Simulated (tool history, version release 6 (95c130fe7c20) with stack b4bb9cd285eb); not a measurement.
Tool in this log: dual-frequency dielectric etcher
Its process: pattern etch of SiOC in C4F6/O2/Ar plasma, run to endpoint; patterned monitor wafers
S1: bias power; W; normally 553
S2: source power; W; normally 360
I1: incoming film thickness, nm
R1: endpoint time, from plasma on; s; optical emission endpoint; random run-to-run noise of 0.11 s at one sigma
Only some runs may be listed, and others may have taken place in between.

| run | hour | S1 | S2 | I1 | R1 |
|---|---|---|---|---|---|
| 1 | 0 | 553 | 360 | 41.13 | 15.7 |
|  | 6.2 | wet clean of the chamber |
| 2 | 39.3 | 553 | 360 | 41.54 | 15.2 |
| 3 | 99.6 | 553 | 360 | 40.84 | 14.9 |
| 4 | 159.3 | 624 | 360 | 41.24 | 14.6 |
| 5 | 218.6 | 624 | 360 | 40.89 | 14.5 |
| 6 | 272.5 | 553 | 290 | 41.48 | 16 |
| 7 | 317.8 | 553 | 290 | 41.2 | 16.5 |
|  | 337 | source power generator calibrated |
|  | 367 | upper electrode replaced |
| 8 | 367.5 | 553 | 360 | 41.04 | 15.5 |
| 9 | 373.7 | 553 | 360 | 41.42 | 15.7 |
|  | 399.9 | bias power generator calibrated |
| 10 | 412.2 | 553 | 360 | 40.7 | 15.2 |
| 11 | 448.1 | 553 | 360 | 41.75 | 15.8 |
|  | 490.4 | wet clean of the chamber |
| 12 | 490.9 | 617 | 280 | 41.14 | 15.1 |
| 13 | 498.2 | 485 | 420 | 41.02 | 15 |
| 14 | 545 | 458 | 430 | 41.1 | 15.2 |
| 15 | 580.7 | 506 | 390 | 41.24 | 15.1 |
| 16 | 613.3 | 553 | 420 | 40.95 | 14.3 |
| 17 | 639.4 | 553 | 440 | 41.29 | 14.4 |
| 18 | 703.4 | 465 | 360 | 40.63 | 15.9 |
| 19 | 731.3 | 431 | 340 | 40.95 | 16.7 |
| 20 | 784.3 | 553 | 360 | 41.26 | 15.2 |

3 ways to go on from here, each from the tool as it stands after run 20. What would each give?
| A | 784.7 | 553 | 360 | 41.18 | ? |
| B | 784.7 | 437 | 410 | 41.18 | ? |
| C | 784.7 | 435 | 300 | 41.18 | ? |

| run | R1 |
|---|---|
| A | 15.3 |
| B | 16.1 |
| C | 17.4 |
What these runs would have given with no unlogged condition in the tool:
| run | R1 |
|---|---|
| A | 14.9 |
| B | 15.7 |
| C | 17 |

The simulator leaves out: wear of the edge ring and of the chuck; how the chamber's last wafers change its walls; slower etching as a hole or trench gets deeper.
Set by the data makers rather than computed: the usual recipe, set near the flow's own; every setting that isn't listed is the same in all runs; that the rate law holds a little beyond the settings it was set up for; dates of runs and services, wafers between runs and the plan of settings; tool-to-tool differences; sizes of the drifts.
